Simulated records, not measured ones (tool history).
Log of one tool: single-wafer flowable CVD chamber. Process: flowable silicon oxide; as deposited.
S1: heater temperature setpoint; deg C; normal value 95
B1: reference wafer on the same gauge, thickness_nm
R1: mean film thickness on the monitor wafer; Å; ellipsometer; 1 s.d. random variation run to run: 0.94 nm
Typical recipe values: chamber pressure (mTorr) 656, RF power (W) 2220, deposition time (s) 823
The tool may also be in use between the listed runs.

run 1 hour=0 | S1=95 chamber_pressure_(mTorr)=586 RF_power_(W)=2220 deposition_time_(s)=823 | B1=345.261 | R1=3683.87
run 2 hour=66.6 | S1=95 chamber_pressure_(mTorr)=586 RF_power_(W)=2220 deposition_time_(s)=823 | B1=345.354 | R1=3682.8
run 3 hour=103.5 | S1=95 chamber_pressure_(mTorr)=656 RF_power_(W)=2220 deposition_time_(s)=823 | B1=345.098 | R1=4066.05
run 4 hour=193.6 | S1=95 chamber_pressure_(mTorr)=656 RF_power_(W)=2220 deposition_time_(s)=823 | B1=344.582 | R1=4081.73
run 5 hour=293.4 | S1=95 chamber_pressure_(mTorr)=656 RF_power_(W)=2220 deposition_time_(s)=823 | B1=344.85 | R1=4067.14
run 6 hour=396.5 | S1=95 chamber_pressure_(mTorr)=741 RF_power_(W)=2220 deposition_time_(s)=823 | B1=344.702 | R1=4532.9
-- hour=460.4 thermocouple changed; heater temperature recalibrated
run 7 hour=477.2 | S1=95 chamber_pressure_(mTorr)=741 RF_power_(W)=2220 deposition_time_(s)=823 | B1=344.275 | R1=4541.06
run 8 hour=547.6 | S1=95 chamber_pressure_(mTorr)=656 RF_power_(W)=2220 deposition_time_(s)=823 | B1=344.093 | R1=4060.57
run 9 hour=623.4 | S1=88 chamber_pressure_(mTorr)=656 RF_power_(W)=2220 deposition_time_(s)=960 | B1=343.966 | R1=5953.44
-- hour=657 capacitance manometer re-zeroed and calibrated
-- hour=665.1 RF generator calibrated
-- hour=676.6 gauge calibrated
run 10 hour=713.7 | S1=81 chamber_pressure_(mTorr)=498 RF_power_(W)=2610 deposition_time_(s)=823 | B1=349.476 | R1=5112.12
run 11 hour=799.4 | S1=95 chamber_pressure_(mTorr)=656 RF_power_(W)=2220 deposition_time_(s)=823 | B1=349.502 | R1=4140.67
run 12 hour=904.9 | S1=95 chamber_pressure_(mTorr)=656 RF_power_(W)=1950 deposition_time_(s)=877 | B1=349.784 | R1=4289.02
-- hour=971.3 showerhead replaced
run 13 hour=999.1 | S1=95 chamber_pressure_(mTorr)=564 RF_power_(W)=2075 deposition_time_(s)=823 | B1=349.048 | R1=3570.31
run 14 hour=1159.1 | S1=95 chamber_pressure_(mTorr)=598 RF_power_(W)=2435 deposition_time_(s)=743 | B1=349.017 | R1=3469.94
run 15 hour=1230.5 | S1=95 chamber_pressure_(mTorr)=656 RF_power_(W)=2220 deposition_time_(s)=823 | B1=348.832 | R1=4101.17
run 16 hour=1296.3 | S1=100 chamber_pressure_(mTorr)=656 RF_power_(W)=2220 deposition_time_(s)=823 | B1=348.774 | R1=3509.14
run 17 hour=1363.3 | S1=95 chamber_pressure_(mTorr)=518 RF_power_(W)=1955 deposition_time_(s)=823 | B1=348.601 | R1=3246.82
run 18 hour=1421.5 | S1=90 chamber_pressure_(mTorr)=656 RF_power_(W)=2220 deposition_time_(s)=888 | B1=348.327 | R1=5234.84
run 19 hour=1485 | S1=95 chamber_pressure_(mTorr)=656 RF_power_(W)=2220 deposition_time_(s)=823 | B1=348.656 | R1=4113.52
run 20 hour=1555.4 | S1=91 chamber_pressure_(mTorr)=656 RF_power_(W)=2220 deposition_time_(s)=896 | B1=348.18 | R1=5117.32
run 21 hour=1645.6 | S1=95 chamber_pressure_(mTorr)=656 RF_power_(W)=1850 deposition_time_(s)=823 | B1=348.116 | R1=3940.37
run 22 hour=1752.8 | S1=104 chamber_pressure_(mTorr)=776 RF_power_(W)=2485 deposition_time_(s)=686 | B1=347.916 | R1=3028.45
run 23 hour=1853.4 | S1=95 chamber_pressure_(mTorr)=586 RF_power_(W)=2220 deposition_time_(s)=823 | B1=347.847 | R1=3714.93
run 24 hour=1907.5 | S1=90 chamber_pressure_(mTorr)=656 RF_power_(W)=1975 deposition_time_(s)=864 | B1=347.421 | R1=4975.54
run 25 hour=2003.5 | S1=95 chamber_pressure_(mTorr)=656 RF_power_(W)=2220 deposition_time_(s)=823 | B1=347.381 | R1=4115.45
run 26 hour=2060.8 | S1=84 chamber_pressure_(mTorr)=751 RF_power_(W)=1995 deposition_time_(s)=880 | B1=347.362 | R1=6895.62
run 27 hour=2117.9 | S1=95 chamber_pressure_(mTorr)=656 RF_power_(W)=2220 deposition_time_(s)=976 | B1=347.13 | R1=4854.73
-- hour=2138.1 RF generator calibrated
run 28 hour=2183.9 | S1=95 chamber_pressure_(mTorr)=656 RF_power_(W)=2220 deposition_time_(s)=823 | B1=347.176 | R1=4109.76

Measured less the same run without the tool's hidden state. The same run-to-run variation is in both; the gauge's scatter may not be:
The tool's hidden condition here consists of: wafer temperature above the value expected at the setpoint (K); delivered RF power above the setpoint (%); true pressure above the setpoint (%); gauge reads high (%).
run=1 R1=-50.47
run=2 R1=-51.77
run=3 R1=-57.97
run=4 R1=-60.17
run=5 R1=-62.14
run=6 R1=-71.78
run=7 R1=-73.89
run=8 R1=-67.63
run=9 R1=-101.59
run=10 R1=-2.6
run=11 R1=-3.97
run=12 R1=-6.49
run=13 R1=-7.17
run=14 R1=-9.89
run=15 R1=-13.24
run=16 R1=-12.54
run=17 R1=-12.75
run=18 R1=-22.17
run=19 R1=-18.8
run=20 R1=-25.29
run=21 R1=-21.36
run=22 R1=-18.14
run=23 R1=-24.23
run=24 R1=-33.88
run=25 R1=-30.12
run=26 R1=-52.57
run=27 R1=-38.49
run=28 R1=-34.02
